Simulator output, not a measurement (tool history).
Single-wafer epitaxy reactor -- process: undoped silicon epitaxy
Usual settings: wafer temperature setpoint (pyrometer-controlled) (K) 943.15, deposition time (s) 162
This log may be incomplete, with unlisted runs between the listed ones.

| run | hour | wafer temperature setpoint (pyrometer-controlled) (K) | deposition time (s) | wafers since the last listed run | hours since the last pyrometer calibration | hours since the gauge calibration | read-back reference wafer on the same gauge, thickness_nm | mean film thickness on the monitor wafer (nm) |
|---|---|---|---|---|---|---|---|---|
| 1 | 0.0 | 943.15 | 162 | 0 | 2515.7 | 456.4 | 34.497 | 42.711 |
| 2 | 15.9 | 943.15 | 162 | 188 | 2531.6 | 472.3 | 34.503 | 42.875 |
| 3 | 28.4 | 943.15 | 154 | 148 | 2544.1 | 484.8 | 34.510 | 40.771 |
| 4 | 39.8 | 943.15 | 154 | 135 | 2555.5 | 496.2 | 34.508 | 40.629 |
|  | 44.0 | gauge calibrated |
| 5 | 69.5 | 953.15 | 144 | 352 | 2585.2 | 25.5 | 34.518 | 45.336 |
| 6 | 76.3 | 953.15 | 144 | 80 | 2592.0 | 32.3 | 34.480 | 45.394 |
| 7 | 86.8 | 943.15 | 148 | 124 | 2602.5 | 42.8 | 34.506 | 38.903 |
| 8 | 94.7 | 937.15 | 171 | 93 | 2610.4 | 50.7 | 34.516 | 40.502 |
| 9 | 101.1 | 943.15 | 162 | 75 | 2616.8 | 57.1 | 34.500 | 42.767 |
| 10 | 115.9 | 943.15 | 162 | 175 | 2631.6 | 71.9 | 34.494 | 42.606 |
| 11 | 127.5 | 943.15 | 162 | 137 | 2643.2 | 83.5 | 34.492 | 42.753 |
| 12 | 135.8 | 943.15 | 162 | 98 | 2651.5 | 91.8 | 34.494 | 42.543 |
| 13 | 149.0 | 943.15 | 162 | 156 | 2664.7 | 105.0 | 34.495 | 42.807 |
| 14 | 163.5 | 943.15 | 162 | 171 | 2679.2 | 119.5 | 34.508 | 42.669 |
| 15 | 178.7 | 943.15 | 175 | 180 | 2694.4 | 134.7 | 34.507 | 46.037 |
| 16 | 188.3 | 943.15 | 175 | 113 | 2704.0 | 144.3 | 34.496 | 46.085 |
| 17 | 203.5 | 943.15 | 162 | 180 | 2719.2 | 159.5 | 34.512 | 42.692 |
| 18 | 217.7 | 943.15 | 162 | 168 | 2733.4 | 173.7 | 34.507 | 42.609 |
| 19 | 245.4 | 933.15 | 162 | 328 | 2761.1 | 201.4 | 34.485 | 35.568 |
| 20 | 257.0 | 933.15 | 162 | 137 | 2772.7 | 213.0 | 34.497 | 35.495 |
|  | 269.6 | pyrometer calibrated |
| 21 | 272.3 | 933.15 | 162 | 86 | 2.7 | 228.3 | 34.485 | 35.372 |
| 22 | 284.8 | 943.15 | 162 | 148 | 15.2 | 240.8 | 34.498 | 42.618 |
| 23 | 297.1 | 943.15 | 162 | 145 | 27.5 | 253.1 | 34.507 | 42.783 |
| 24 | 311.9 | 943.15 | 162 | 175 | 42.3 | 267.9 | 34.503 | 42.653 |
| 25 | 320.0 | 947.15 | 193 | 96 | 50.4 | 276.0 | 34.506 | 54.397 |
| 26 | 327.5 | 948.15 | 143 | 88 | 57.9 | 283.5 | 34.495 | 41.146 |
| 27 | 338.9 | 943.15 | 183 | 135 | 69.3 | 294.9 | 34.495 | 48.446 |
| 28 | 353.6 | 951.15 | 177 | 174 | 84.0 | 309.6 | 34.502 | 53.807 |
| 29 | 361.0 | 929.15 | 149 | 87 | 91.4 | 317.0 | 34.508 | 30.246 |
| 30 | 375.8 | 943.15 | 182 | 175 | 106.2 | 331.8 | 34.502 | 47.919 |
| 31 | 389.9 | 943.15 | 162 | 167 | 120.3 | 345.9 | 34.505 | 42.558 |
| 32 | 405.9 | 943.15 | 162 | 189 | 136.3 | 361.9 | 34.506 | 42.568 |
| 33 | 422.1 | 931.15 | 143 | 192 | 152.5 | 378.1 | 34.513 | 30.020 |
|  | 431.4 | gauge calibrated |
| 34 | 436.8 | 939.15 | 189 | 174 | 167.2 | 5.4 | 34.498 | 46.431 |
| 35 | 443.9 | 957.15 | 145 | 84 | 174.3 | 12.5 | 34.504 | 49.353 |
| 36 | 451.8 | 948.15 | 162 | 93 | 182.2 | 20.4 | 34.512 | 46.581 |
| 37 | 458.5 | 943.15 | 162 | 79 | 188.9 | 27.1 | 34.512 | 42.675 |
| 38 | 473.8 | 943.15 | 172 | 181 | 204.2 | 42.4 | 34.489 | 45.219 |
| 39 | 486.6 | 955.15 | 174 | 151 | 217.0 | 55.2 | 34.507 | 57.033 |
| 40 | 499.3 | 932.15 | 162 | 150 | 229.7 | 67.9 | 34.493 | 34.565 |
| 41 | 514.3 | 958.15 | 172 | 177 | 244.7 | 82.9 | 34.492 | 59.260 |
| 42 | 525.0 | 949.15 | 145 | 126 | 255.4 | 93.6 | 34.489 | 42.525 |
| 43 | 535.9 | 943.15 | 162 | 129 | 266.3 | 104.5 | 34.518 | 42.751 |
| 44 | 544.0 | 931.15 | 190 | 96 | 274.4 | 112.6 | 34.510 | 40.154 |
| 45 | 556.6 | 929.15 | 192 | 149 | 287.0 | 125.2 | 34.493 | 38.858 |
| 46 | 572.8 | 932.15 | 148 | 192 | 303.2 | 141.4 | 34.521 | 31.789 |
| 47 | 590.3 | 938.15 | 180 | 207 | 320.7 | 158.9 | 34.474 | 43.376 |

What was the tool's hidden state at every run in the log?
wafer temperature above the value expected at the setpoint (K): 0 in every run
gauge reads high (%): 0 in every run

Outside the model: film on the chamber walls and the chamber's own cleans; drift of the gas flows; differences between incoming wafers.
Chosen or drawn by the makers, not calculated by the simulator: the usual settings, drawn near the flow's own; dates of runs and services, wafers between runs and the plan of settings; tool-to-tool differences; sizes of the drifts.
